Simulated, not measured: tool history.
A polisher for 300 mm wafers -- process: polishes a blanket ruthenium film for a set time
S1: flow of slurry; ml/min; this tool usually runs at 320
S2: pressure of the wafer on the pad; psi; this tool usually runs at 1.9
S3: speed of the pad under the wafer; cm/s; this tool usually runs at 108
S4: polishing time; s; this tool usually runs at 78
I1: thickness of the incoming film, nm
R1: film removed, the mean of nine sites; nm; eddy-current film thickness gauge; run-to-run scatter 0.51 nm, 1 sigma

run 1 hour=0.0 | S1=320 S2=1.9 S3=108 S4=78 | I1=621.1 | R1=71.0
run 2 hour=18.3 | S1=320 S2=1.9 S3=108 S4=78 | I1=633.5 | R1=70.6
run 3 hour=33.1 | S1=320 S2=1.9 S3=108 S4=78 | I1=613.6 | R1=70.8
run 4 hour=63.3 | S1=320 S2=1.9 S3=108 S4=78 | I1=628.3 | R1=70.0
run 5 hour=98.2 | S1=320 S2=1.9 S3=108 S4=78 | I1=620.6 | R1=69.7
run 6 hour=133.0 | S1=320 S2=1.9 S3=108 S4=63 | I1=613.9 | R1=57.7
run 7 hour=156.7 | S1=320 S2=1.9 S3=108 S4=63 | I1=628.9 | R1=57.5
run 8 hour=174.2 | S1=320 S2=1.9 S3=108 S4=63 | I1=613.4 | R1=57.0
run 9 hour=197.9 | S1=320 S2=1.9 S3=116 S4=78 | I1=626.5 | R1=75.4
run 10 hour=217.3 | S1=320 S2=1.9 S3=116 S4=78 | I1=631.7 | R1=75.5
run 11 hour=237.7 | S1=320 S2=1.9 S3=116 S4=78 | I1=621.3 | R1=75.4
run 12 hour=299.6 | S1=320 S2=1.9 S3=108 S4=78 | I1=622.0 | R1=70.2
run 13 hour=319.9 | S1=320 S2=2.4 S3=108 S4=78 | I1=613.4 | R1=88.1
run 14 hour=353.7 | S1=320 S2=2.4 S3=108 S4=78 | I1=629.1 | R1=88.0
run 15 hour=399.9 | S1=320 S2=2.4 S3=108 S4=78 | I1=623.0 | R1=89.6
run 16 hour=414.6 | S1=320 S2=1.9 S3=108 S4=99 | I1=622.3 | R1=89.9
run 17 hour=441.0 | S1=320 S2=1.9 S3=108 S4=78 | I1=618.8 | R1=71.4
run 18 hour=458.8 | S1=320 S2=1.6 S3=108 S4=52 | I1=622.0 | R1=39.8
run 19 hour=486.8 | S1=405 S2=1.9 S3=108 S4=78 | I1=626.2 | R1=72.4
run 20 hour=583.8 | S1=255 S2=2.4 S3=108 S4=78 | I1=613.4 | R1=86.8
run 21 hour=609.2 | S1=290 S2=1.9 S3=108 S4=78 | I1=616.7 | R1=68.5
run 22 hour=626.2 | S1=320 S2=1.9 S3=108 S4=78 | I1=622.9 | R1=72.9
run 23 hour=660.5 | S1=320 S2=1.9 S3=108 S4=78 | I1=620.4 | R1=71.5
run 24 hour=692.9 | S1=290 S2=1.9 S3=108 S4=88 | I1=619.8 | R1=79.2
run 25 hour=712.3 | S1=350 S2=2.3 S3=142 S4=70 | I1=609.5 | R1=101.9
run 26 hour=724.9 | S1=220 S2=1.9 S3=108 S4=68 | I1=622.4 | R1=59.0
run 27 hour=747.5 | S1=215 S2=2.5 S3=84 S4=57 | I1=620.9 | R1=50.3
run 28 hour=772.0 | S1=320 S2=1.9 S3=108 S4=78 | I1=623.3 | R1=70.6
run 29 hour=804.1 | S1=320 S2=2.3 S3=108 S4=102 | I1=609.6 | R1=112.2
run 30 hour=838.8 | S1=375 S2=1.9 S3=108 S4=78 | I1=620.0 | R1=71.5
run 31 hour=854.6 | S1=320 S2=1.2 S3=108 S4=78 | I1=626.5 | R1=44.3
run 32 hour=871.0 | S1=255 S2=1.6 S3=108 S4=62 | I1=622.0 | R1=46.5
run 33 hour=884.4 | S1=320 S2=1.9 S3=72 S4=78 | I1=621.5 | R1=46.8
run 34 hour=928.7 | S1=360 S2=1.9 S3=108 S4=78 | I1=621.9 | R1=72.4
run 35 hour=945.5 | S1=320 S2=1.5 S3=108 S4=64 | I1=609.0 | R1=45.7
run 36 hour=966.2 | S1=215 S2=2.1 S3=92 S4=78 | I1=615.3 | R1=64.2
run 37 hour=990.8 | S1=405 S2=1.4 S3=122 S4=103 | I1=615.8 | R1=79.5
run 38 hour=1019.6 | S1=320 S2=1.5 S3=76 S4=63 | I1=624.0 | R1=31.3

Missing from the log above: 6 entries noted between runs. For each, name the pair of listed runs it sits between and say how the tool's hidden condition differs from the listed run just before to the listed run just after:
Logged between run 5 and run 6: worn pad replaced by a new one (hour 115.9)
  removal rate lost through wear of the pad, %: 3.38 -> 0.834
  measured less the result without the state, R1: -2.4 -> -0.5 nm
Logged between run 14 and run 15: worn pad replaced by a new one (hour 385.2)
  removal rate lost through wear of the pad, %: 3.15 -> 0.848
  measured less the result without the state, R1: -2.9 -> -0.8 nm
Logged between run 17 and run 18: slurry nozzle cleaned (hour 454.9)
  removal rate lost through wear of the pad, %: 1.88 -> 2.19
  measured less the result without the state, R1: -1.4 -> -0.9 nm
Logged between run 18 and run 19: head pressure recalibrated (hour 477.6)
  removal rate lost through wear of the pad, %: 2.19 -> 2.55
  measured less the result without the state, R1: -0.9 -> -1.9 nm
Logged between run 21 and run 22: worn pad replaced by a new one (hour 621.6)
  removal rate lost through wear of the pad, %: 3.21 -> 0.193
  measured less the result without the state, R1: -2.3 -> -0.2 nm
Logged between run 33 and run 34: worn pad replaced by a new one (hour 891.0)
  removal rate lost through wear of the pad, %: 2.97 -> 1.29
  measured less the result without the state, R1: -1.4 -> -0.9 nm
